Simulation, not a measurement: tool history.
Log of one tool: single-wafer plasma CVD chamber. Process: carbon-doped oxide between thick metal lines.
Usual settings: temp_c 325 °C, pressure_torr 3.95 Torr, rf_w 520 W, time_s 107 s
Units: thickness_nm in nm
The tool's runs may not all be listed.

| run | hour | temp_c | pressure_torr | rf_w | time_s | read-back reference wafer on the same gauge, thickness_nm | thickness_nm |
|---|---|---|---|---|---|---|---|
| 1 | 0 | 337 | 3.95 | 520 | 107 | 630.993 | 557.195 |
| 2 | 23.6 | 337 | 3.95 | 520 | 107 | 631.234 | 558.775 |
| 3 | 54.5 | 325 | 3.95 | 520 | 107 | 631.018 | 576.494 |
|  | 77 | gauge calibrated |
| 4 | 88.8 | 325 | 3.95 | 570 | 107 | 630.947 | 627.304 |
| 5 | 121.6 | 325 | 3.95 | 465 | 107 | 631.193 | 510.791 |
| 6 | 146.2 | 325 | 3.95 | 465 | 107 | 631.139 | 510.984 |
| 7 | 179.3 | 325 | 3.95 | 520 | 107 | 630.704 | 575.432 |
| 8 | 200.1 | 325 | 3.95 | 520 | 107 | 630.81 | 572.867 |
| 9 | 212.9 | 325 | 3.95 | 520 | 107 | 630.901 | 574.639 |
| 10 | 232.5 | 325 | 4.86 | 520 | 113 | 631.218 | 625.614 |
| 11 | 255.9 | 325 | 3.95 | 520 | 107 | 630.968 | 573.41 |
| 12 | 276.4 | 325 | 4.26 | 520 | 115 | 631.371 | 621.438 |
| 13 | 293.5 | 333 | 3.95 | 455 | 88 | 630.838 | 397.402 |
|  | 304.1 | RF generator calibrated |
|  | 308.2 | showerhead replaced |
| 14 | 319 | 325 | 4.3 | 465 | 107 | 630.98 | 535.701 |
| 15 | 352 | 332 | 4.87 | 470 | 125 | 631.233 | 628.886 |
|  | 434.5 | capacitance manometer re-zeroed and calibrated |
| 16 | 455 | 325 | 3.95 | 465 | 107 | 631.011 | 527.644 |
|  | 479.2 | thermocouple changed; heater temperature recalibrated |
| 17 | 479.7 | 325 | 3.95 | 520 | 107 | 630.465 | 602.643 |
| 18 | 490.3 | 325 | 3.95 | 520 | 107 | 630.919 | 601.32 |
| 19 | 511.6 | 325 | 3.62 | 520 | 107 | 630.886 | 597.913 |
| 20 | 545 | 310 | 3.95 | 520 | 107 | 631.144 | 638.966 |
| 21 | 566.3 | 315 | 4.86 | 520 | 107 | 631.518 | 643.615 |
| 22 | 585.8 | 325 | 3.95 | 605 | 107 | 631.076 | 689.218 |
| 23 | 604 | 325 | 4.34 | 520 | 127 | 631.081 | 724.635 |
| 24 | 629.4 | 335 | 3.95 | 520 | 123 | 631.196 | 671.686 |
| 25 | 664.3 | 320 | 4.59 | 550 | 107 | 630.96 | 657.732 |
| 26 | 686.6 | 325 | 3.14 | 570 | 107 | 630.827 | 636.139 |
| 27 | 707.5 | 312 | 3.95 | 520 | 107 | 631.357 | 630.081 |

Forecast each of these 5 alternatives for the next run:
| A | 707.9 | 325 | 3.95 | 425 | 107 | ? | ? |
| B | 707.9 | 335 | 3.95 | 570 | 125 | ? | ? |
| C | 707.9 | 320 | 3.95 | 595 | 118 | ? | ? |
| D | 707.9 | 325 | 2.99 | 440 | 107 | ? | ? |
| E | 707.9 | 340 | 3.95 | 520 | 107 | ? | ? |

| run | read-back reference wafer on the same gauge, thickness_nm | thickness_nm |
|---|---|---|
| A | 630.782 | 481.453 |
| B | 630.782 | 738.268 |
| C | 630.782 | 758.957 |
| D | 630.782 | 487.016 |
| E | 630.782 | 574.097 |
Without the tool's hidden state the same runs would have given:
| run | thickness_nm |
|---|---|
| A | 484.483 |
| B | 741.918 |
| C | 762.732 |
| D | 489.955 |
| E | 577.015 |

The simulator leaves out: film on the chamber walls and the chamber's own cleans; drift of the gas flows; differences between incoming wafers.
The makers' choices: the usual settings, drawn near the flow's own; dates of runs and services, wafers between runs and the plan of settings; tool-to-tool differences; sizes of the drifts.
